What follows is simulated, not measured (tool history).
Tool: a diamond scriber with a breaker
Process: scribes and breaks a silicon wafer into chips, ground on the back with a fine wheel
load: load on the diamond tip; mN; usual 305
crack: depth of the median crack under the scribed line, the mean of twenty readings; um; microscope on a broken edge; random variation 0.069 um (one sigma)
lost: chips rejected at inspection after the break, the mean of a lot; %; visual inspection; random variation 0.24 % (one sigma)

run	hour	load	incoming depth of the damage left on the back of the incoming wafer, um	crack	lost
1	0	305	1.51	5.5	4.94
2	25.8	305	2.07	5.61	7.9
3	42.3	305	2.68	5.61	11.96
4	65.8	305	2.34	5.61	9.15
5	81.5	305	2.31	5.66	8.79
6	162.8	276	2	5.21	12.61
7	179.7	370	2.83	6.32	8.11
# hour 209.1: diamond tip replaced by a new one, of another model than before
8	209.6	370	2.29	7.28	4.05
9	231.4	369	2.55	7.02	4.8

Run 10 comes next. What will it give?
10	262.3	355	2.47	?	?

{"run 10": {"crack": 6.91, "lost": 4.4}}
Without the tool's hidden state the same run would have given crack 7.29 um, lost 4.34 %.
